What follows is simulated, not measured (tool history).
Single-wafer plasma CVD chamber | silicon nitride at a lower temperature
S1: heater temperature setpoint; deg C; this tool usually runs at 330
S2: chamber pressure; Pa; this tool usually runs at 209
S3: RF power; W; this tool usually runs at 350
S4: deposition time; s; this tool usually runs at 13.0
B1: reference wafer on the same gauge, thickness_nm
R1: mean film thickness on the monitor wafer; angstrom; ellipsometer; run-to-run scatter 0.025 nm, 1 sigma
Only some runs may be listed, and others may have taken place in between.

run,day,S1,S2,S3,S4,B1,R1
1,0.000,330,209,370,13.0,17.694,165.45
2,1.412,330,209,370,13.0,17.696,165.48
3,2.588,330,189,350,14.0,17.706,169.87
4,3.550,330,209,350,13.0,17.707,161.82
5,4.204,330,247,350,13.0,17.705,169.45
6,4.821,330,247,350,13.0,17.704,169.48
# day 5.558: showerhead replaced
7,5.579,330,209,350,13.0,17.706,162.33
8,6.783,330,209,350,13.0,17.706,162.37
# day 7.400: thermocouple changed; heater temperature recalibrated
# day 7.650: capacitance manometer re-zeroed and calibrated
9,7.671,330,209,350,13.0,17.703,158.68
# day 8.250: RF generator calibrated
10,8.662,330,209,350,13.0,17.693,165.41
11,9.383,335,255,315,11.2,17.690,142.83
12,10.758,330,175,350,13.0,17.705,156.88
# day 11.754: gauge calibrated
13,11.983,330,209,350,13.0,17.707,164.79
14,13.046,322,185,390,13.0,17.714,167.67
15,14.538,320,249,305,11.1,17.690,138.56
16,15.188,330,249,285,13.0,17.705,157.02

What does the tool deliver on the next run?
17,16.008,330,191,350,13.0,?,?

Run 17 gave B1 17.701, R1 159.74 angstrom.
Minus the tool's unlogged condition, the same run would have read R1 161.00 angstrom.
